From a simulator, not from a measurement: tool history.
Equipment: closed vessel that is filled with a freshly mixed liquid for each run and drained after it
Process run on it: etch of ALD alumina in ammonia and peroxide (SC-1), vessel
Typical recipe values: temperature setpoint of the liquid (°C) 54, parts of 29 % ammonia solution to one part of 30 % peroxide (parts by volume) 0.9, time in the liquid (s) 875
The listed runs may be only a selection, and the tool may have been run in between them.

run,day,temperature setpoint of the liquid (°C),parts of 29 % ammonia solution to one part of 30 % peroxide (parts by volume),time in the liquid (s),wafers since the last listed run,hours since the thermometer was replaced,hours since the ammonia flow meter was replaced,hours since the drum of ammonia solution was connected,hours since the gauge calibration,"read-back film thickness of the ALD alumina reference wafer, read on the same gauge (nm)",thickness taken off the ALD alumina on a monitor wafer (angstrom)
1,0,54,0.9,875,0,1713.4,760.9,140.4,373.6,110.02,504.5
2,1.292,54,0.9,875,2467,1744.4,791.9,171.4,404.6,109.97,499.2
3,2.354,54,0.9,875,2029,1769.9,817.4,196.9,430.1,109.99,502.2
4,3.071,54,0.9,875,1368,1787.1,834.6,214.1,447.3,110.02,501.3
5,3.883,47.5,0.9,670,1551,1806.6,854.1,233.6,466.8,110.01,266.1
6,5.108,54,0.9,875,2339,1836,883.5,263,496.2,110.01,504.1
7,5.988,56,0.9,875,1679,1857.1,904.6,284.1,517.3,109.97,554.3
8,7.392,56,0.9,875,2682,1890.8,938.3,317.8,551,109.98,553.8
# day 7.958: new drum of ammonia solution connected
# day 8.2: gauge calibrated
9,8.842,56,0.9,875,2690,1925.6,973.1,21.2,15.4,110,551.1
# day 9.567: thermometer replaced
10,10.217,54,0.9,875,2546,15.6,1006.1,54.2,48.4,110.01,567.5
11,11.217,54,0.9,875,1910,39.6,1030.1,78.2,72.4,109.98,563.2
12,12.371,44.5,0.8,1135,2204,67.3,1057.8,105.9,100.1,110.04,428.5
13,14.021,60,1.05,385,3151,106.9,1097.4,145.5,139.7,110.02,344.7
14,15.275,56,0.9,875,2395,137,1127.5,175.6,169.8,110.03,622
# day 15.65: ammonia flow meter replaced
15,15.942,61,1.2,875,1193,153,7,191.6,185.8,109.96,832
16,16.704,61,0.9,460,1456,171.3,25.3,209.9,204.1,109.99,424.8
17,17.971,54,0.75,1335,2419,201.7,55.7,240.3,234.5,110.03,845.1
18,19.329,60,1.1,1380,2594,234.3,88.3,272.9,267.1,109.97,1232.5
19,20.271,61,0.5,525,1798,256.9,110.9,295.5,289.7,110.02,453
20,21.4,59,0.55,605,2156,284,138,322.6,316.8,110.01,479.6
# day 21.888: new drum of ammonia solution connected
21,22.054,60,1.1,1380,1169,299.7,153.7,4,332.5,110.01,1217.2
22,24.075,48,0.9,550,3860,348.2,202.2,52.5,381,109.98,251.6

Each row is a separate what-if for the run after 22, all from the same tool condition, not one after another. Results?
A,24.112,54,0.9,875,71,349.1,203.1,53.4,381.9,?,?
B,24.112,50.5,0.7,490,71,349.1,203.1,53.4,381.9,?,?
C,24.112,54,0.55,370,71,349.1,203.1,53.4,381.9,?,?
D,24.112,54,0.5,875,71,349.1,203.1,53.4,381.9,?,?
E,24.112,60.5,0.9,875,71,349.1,203.1,53.4,381.9,?,?

run,"read-back film thickness of the ALD alumina reference wafer, read on the same gauge (nm)",thickness taken off the ALD alumina on a monitor wafer (angstrom)
A,110.03,549.3
B,110.03,248.3
C,110.03,221.7
D,110.03,519.6
E,110.03,772.8
Take away the tool's hidden state, keep each run's random variation, and the runs would have read:
run,thickness taken off the ALD alumina on a monitor wafer (angstrom)
A,567.9
B,256.9
C,229.2
D,537.1
E,797.8
